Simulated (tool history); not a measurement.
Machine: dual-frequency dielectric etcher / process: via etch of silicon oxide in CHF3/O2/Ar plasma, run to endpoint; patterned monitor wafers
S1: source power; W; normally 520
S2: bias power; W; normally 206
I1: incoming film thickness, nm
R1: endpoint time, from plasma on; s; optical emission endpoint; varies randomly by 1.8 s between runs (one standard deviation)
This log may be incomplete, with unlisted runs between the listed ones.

run   hour   S1   S2     I1     R1
  1    0.0  520  206  699.6  328.5
  2   49.7  520  206  694.4  325.1
  3  113.0  520  206  696.4  327.0
  4  176.9  520  206  705.1  327.3
  5  233.8  520  206  698.9  322.5
     270.1  -- wet clean of the chamber
  6  302.1  520  206  704.4  341.3
  7  361.2  520  206  703.6  340.3
  8  430.0  460  206  700.3  356.3
  9  504.2  460  206  709.1  358.5
 10  715.4  460  206  692.1  345.5
 11  751.0  520  206  695.1  327.0
     778.4  -- source power generator calibrated
     788.6  -- bias power generator calibrated
 12  822.0  430  231  696.1  338.0

Run 13 is up next; what results do you expect?
 13  880.6  480  224  698.8   ?

R1: 324.7 s
The same run, on a tool lacking any hidden state, would have yielded R1 339.3 s.

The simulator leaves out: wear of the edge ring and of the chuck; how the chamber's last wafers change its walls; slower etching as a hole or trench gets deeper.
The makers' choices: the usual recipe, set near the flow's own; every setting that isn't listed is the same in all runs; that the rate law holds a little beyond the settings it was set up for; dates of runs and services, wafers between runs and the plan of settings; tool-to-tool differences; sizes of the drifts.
